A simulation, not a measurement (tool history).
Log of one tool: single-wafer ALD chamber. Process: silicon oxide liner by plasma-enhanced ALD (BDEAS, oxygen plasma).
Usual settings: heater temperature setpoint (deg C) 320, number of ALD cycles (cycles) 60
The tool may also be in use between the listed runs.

run,hour,heater temperature setpoint (deg C),number of ALD cycles (cycles),"read-back reference wafer on the same gauge, thickness_nm",mean film thickness on the monitor wafer (nm)
1,0.0,320,68,5.412,5.924
2,42.0,320,60,5.419,5.254
3,141.3,320,60,5.431,5.245
4,285.6,320,60,5.447,5.255
5,340.5,320,60,5.453,5.242
6,385.0,312,60,5.463,5.312
7,409.1,320,60,5.468,5.275
8,476.8,317,60,5.469,5.288
9,501.8,305,53,5.474,4.777
# hour 539.0: gauge calibrated
# hour 548.5: thermocouple changed; heater temperature recalibrated
10,549.0,308,69,5.338,6.016
11,610.2,305,52,5.343,4.574
12,670.4,335,49,5.349,4.108
13,708.8,320,60,5.355,5.178
14,774.2,320,67,5.364,5.800
15,905.2,325,68,5.377,5.837
16,964.6,334,70,5.382,5.934
17,1010.0,320,60,5.389,5.210

Branching from run 17: 5 alternative next runs. What would each branch give?
A,1010.5,320,60,?,?
B,1010.5,334,54,?,?
C,1010.5,332,64,?,?
D,1010.5,330,60,?,?
E,1010.5,308,60,?,?

run,"read-back reference wafer on the same gauge, thickness_nm",mean film thickness on the monitor wafer (nm)
A,5.389,5.194
B,5.389,4.591
C,5.389,5.456
D,5.389,5.128
E,5.389,5.272
Stripped of hidden state, with their random variation kept, the same runs would have yielded:
run,mean film thickness on the monitor wafer (nm)
A,5.146
B,4.550
C,5.406
D,5.081
E,5.224

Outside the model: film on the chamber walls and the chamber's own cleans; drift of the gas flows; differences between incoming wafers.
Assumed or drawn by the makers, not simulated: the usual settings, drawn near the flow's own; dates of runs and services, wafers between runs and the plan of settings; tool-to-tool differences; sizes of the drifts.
